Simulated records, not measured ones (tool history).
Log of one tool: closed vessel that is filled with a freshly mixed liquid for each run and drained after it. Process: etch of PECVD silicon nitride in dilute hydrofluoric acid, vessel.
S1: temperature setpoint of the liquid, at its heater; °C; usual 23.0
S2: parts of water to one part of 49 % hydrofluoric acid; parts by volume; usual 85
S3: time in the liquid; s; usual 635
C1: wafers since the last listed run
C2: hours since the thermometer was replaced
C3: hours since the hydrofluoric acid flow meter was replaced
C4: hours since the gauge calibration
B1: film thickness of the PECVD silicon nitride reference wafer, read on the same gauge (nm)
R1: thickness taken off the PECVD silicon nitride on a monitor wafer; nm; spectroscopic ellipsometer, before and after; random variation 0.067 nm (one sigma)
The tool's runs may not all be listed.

run,hour,S1,S2,S3,C1,C2,C3,C4,B1,R1
1,0.0,23.0,85,635,0,400.0,1507.9,849.0,86.05,16.36
2,28.3,23.0,85,555,2054,428.3,1536.2,877.3,86.03,14.29
3,67.3,23.0,85,635,2831,467.3,1575.2,916.3,85.97,16.30
4,95.1,23.0,85,635,2018,495.1,1603.0,944.1,85.94,16.35
5,141.6,23.0,85,635,3376,541.6,1649.5,990.6,85.89,16.29
6,199.8,23.0,85,635,4225,599.8,1707.7,1048.8,85.83,16.37
7,225.0,23.0,85,385,1829,625.0,1732.9,1074.0,85.82,9.90
# hour 235.2: thermometer replaced
8,283.9,23.0,85,385,4203,48.7,1791.8,1132.9,85.79,9.93
9,344.5,23.0,100,845,4399,109.3,1852.4,1193.5,85.77,18.46
10,413.6,23.0,100,845,5016,178.4,1921.5,1262.6,85.73,18.37
# hour 413.8: gauge calibrated
11,475.2,26.5,85,635,4472,240.0,1983.1,61.4,89.43,21.47
12,546.5,23.0,60,635,5176,311.3,2054.4,132.7,88.88,23.79
13,616.0,25.0,85,635,5045,380.8,2123.9,202.2,88.42,19.20
# hour 660.3: hydrofluoric acid flow meter replaced
14,676.2,26.5,105,805,4298,441.0,15.9,262.4,88.11,21.81
15,735.6,27.0,45,455,4312,500.4,75.3,321.8,87.84,29.18
# hour 784.3: thermometer replaced
16,806.0,23.0,85,635,5038,21.7,145.7,392.2,87.51,16.68
17,869.7,23.0,115,635,4624,85.4,209.4,455.9,87.30,12.35
18,936.6,23.0,85,635,4857,152.3,276.3,522.8,87.09,16.59
19,964.6,23.0,85,815,2032,180.3,304.3,550.8,87.00,21.22
20,1029.8,24.5,120,750,4733,245.5,369.5,616.0,86.87,15.27
21,1094.0,23.0,70,320,4661,309.7,433.7,680.2,86.73,10.04
22,1152.9,23.0,85,385,4276,368.6,492.6,739.1,86.64,9.99

How the hidden state differs across the entries between the runs, from the last listed run before each to the first after it:
Between runs 7 and 8: thermometer replaced (hour 235.2)
  gauge reads high (%): -4.62 -> -4.67
  measured less the result without the state, R1: -0.48 -> -0.48 nm
Between runs 10 and 11: gauge calibrated (hour 413.8)
  gauge reads high (%): -4.74 -> -0.62
  measured less the result without the state, R1: -0.91 -> -0.14 nm
Between runs 13 and 14: hydrofluoric acid flow meter replaced (hour 660.3)
  gauge reads high (%): -1.74 -> -2.11
  measured less the result without the state, R1: -0.34 -> -0.47 nm
Between runs 15 and 16: thermometer replaced (hour 784.3)
  gauge reads high (%): -2.43 -> -2.75
  measured less the result without the state, R1: -0.73 -> -0.47 nm
